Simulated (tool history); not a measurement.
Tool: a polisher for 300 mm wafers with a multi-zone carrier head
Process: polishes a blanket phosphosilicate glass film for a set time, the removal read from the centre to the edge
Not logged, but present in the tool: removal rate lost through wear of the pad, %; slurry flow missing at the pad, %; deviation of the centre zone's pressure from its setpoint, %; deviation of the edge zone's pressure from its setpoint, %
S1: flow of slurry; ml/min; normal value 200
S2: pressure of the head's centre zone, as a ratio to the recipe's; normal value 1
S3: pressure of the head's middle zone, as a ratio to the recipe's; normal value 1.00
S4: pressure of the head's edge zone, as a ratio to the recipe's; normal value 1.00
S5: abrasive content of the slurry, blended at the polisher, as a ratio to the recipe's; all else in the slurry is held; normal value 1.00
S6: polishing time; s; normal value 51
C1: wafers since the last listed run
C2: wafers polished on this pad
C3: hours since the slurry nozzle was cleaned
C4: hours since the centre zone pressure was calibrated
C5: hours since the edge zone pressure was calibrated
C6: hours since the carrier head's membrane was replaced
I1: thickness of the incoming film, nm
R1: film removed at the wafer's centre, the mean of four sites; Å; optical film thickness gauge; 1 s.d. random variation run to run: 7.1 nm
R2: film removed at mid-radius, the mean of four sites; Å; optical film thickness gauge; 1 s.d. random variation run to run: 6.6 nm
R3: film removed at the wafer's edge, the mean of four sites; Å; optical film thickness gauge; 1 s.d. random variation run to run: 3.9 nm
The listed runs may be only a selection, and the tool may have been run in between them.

run 1 hour=0.0 | S1=200 S2=1 S3=1.00 S4=1.00 S5=1.00 S6=51 | C1=0 C2=452 C3=111.8 C4=860.6 C5=235.2 C6=1025.6 | I1=2099.5 | R1=5481 R2=5469 R3=5585
run 2 hour=49.5 | S1=200 S2=1 S3=1.00 S4=1.00 S5=1.00 S6=51 | C1=328 C2=780 C3=161.3 C4=910.1 C5=284.7 C6=1075.1 | I1=2085.9 | R1=5265 R2=5344 R3=5625
run 3 hour=99.4 | S1=200 S2=1 S3=1.00 S4=1.00 S5=1.00 S6=51 | C1=330 C2=1111 C3=211.2 C4=960.0 C5=334.6 C6=1125.0 | I1=2130.0 | R1=5350 R2=5377 R3=5513
run 4 hour=158.7 | S1=200 S2=1 S3=1.00 S4=1.00 S5=1.00 S6=51 | C1=393 C2=1504 C3=270.5 C4=1019.3 C5=393.9 C6=1184.3 | I1=2058.5 | R1=5153 R2=5163 R3=5362
-- hour=167.7 worn pad replaced by a new one
run 5 hour=257.3 | S1=215 S2=1 S3=1.00 S4=1.00 S5=1.00 S6=51 | C1=627 C2=594 C3=369.1 C4=1117.9 C5=492.5 C6=1282.9 | I1=2075.0 | R1=5209 R2=5285 R3=5443
-- hour=300.4 slurry nozzle cleaned
run 6 hour=357.9 | S1=200 S2=1 S3=1.00 S4=1.00 S5=0.75 S6=51 | C1=660 C2=1255 C3=57.5 C4=1218.5 C5=593.1 C6=1383.5 | I1=2101.0 | R1=4493 R2=4562 R3=4461
-- hour=380.5 worn pad replaced by a new one
-- hour=436.2 centre zone pressure recalibrated
run 7 hour=462.0 | S1=200 S2=1 S3=1.00 S4=1.00 S5=1.00 S6=51 | C1=650 C2=527 C3=161.6 C4=25.8 C5=697.2 C6=1487.6 | I1=2116.2 | R1=5491 R2=5358 R3=5619
run 8 hour=499.4 | S1=200 S2=1 S3=1.00 S4=1.00 S5=1.00 S6=51 | C1=248 C2=775 C3=199.0 C4=63.2 C5=734.6 C6=1525.0 | I1=2109.0 | R1=5383 R2=5367 R3=5486
run 9 hour=575.8 | S1=200 S2=1 S3=1.00 S4=1.00 S5=1.00 S6=51 | C1=506 C2=1282 C3=275.4 C4=139.6 C5=811.0 C6=1601.4 | I1=2093.7 | R1=5262 R2=5287 R3=5457
-- hour=618.5 carrier head's membrane replaced by a new one
-- hour=625.3 worn pad replaced by a new one
run 10 hour=634.5 | S1=200 S2=1 S3=1.07 S4=0.97 S5=1.00 S6=51 | C1=329 C2=61 C3=334.1 C4=198.3 C5=869.7 C6=16.0 | I1=2087.4 | R1=5044 R2=5551 R3=5366
run 11 hour=685.7 | S1=200 S2=1 S3=0.89 S4=1.00 S5=1.00 S6=51 | C1=339 C2=400 C3=385.3 C4=249.5 C5=920.9 C6=67.2 | I1=2092.5 | R1=5136 R2=4644 R3=5396
run 12 hour=740.1 | S1=225 S2=1 S3=0.89 S4=1.00 S5=1.00 S6=51 | C1=360 C2=761 C3=439.7 C4=303.9 C5=975.3 C6=121.6 | I1=2094.2 | R1=5442 R2=4859 R3=5531
-- hour=775.8 slurry nozzle cleaned
run 13 hour=782.4 | S1=200 S2=1 S3=1.00 S4=1.00 S5=0.75 S6=51 | C1=273 C2=1035 C3=6.6 C4=346.2 C5=1017.6 C6=163.9 | I1=2067.5 | R1=4465 R2=4534 R3=4575
-- hour=794.0 edge zone pressure recalibrated
run 14 hour=841.9 | S1=200 S2=1 S3=1.00 S4=1.00 S5=1.00 S6=51 | C1=381 C2=1416 C3=66.1 C4=405.7 C5=47.9 C6=223.4 | I1=2076.5 | R1=5655 R2=5536 R3=5739
-- hour=888.1 worn pad replaced by a new one
run 15 hour=936.1 | S1=135 S2=1 S3=0.97 S4=1.00 S5=1.00 S6=51 | C1=598 C2=318 C3=160.3 C4=499.9 C5=142.1 C6=317.6 | I1=2134.4 | R1=4617 R2=4647 R3=5063

What does the tool deliver on the next run?
run 16 hour=1038.6 | S1=225 S2=1 S3=0.92 S4=1.00 S5=1.00 S6=51 | C1=679 C2=998 C3=262.8 C4=602.4 C5=244.6 C6=420.1 | I1=2053.7 | R1=? R2=? R3=?

R1: 5287 Å
R2: 4999 Å
R3: 5529 Å
With the hidden condition absent and the run-to-run variation left alone, this run would have shown R1 6001 Å, R2 5593 Å, R3 5998 Å.
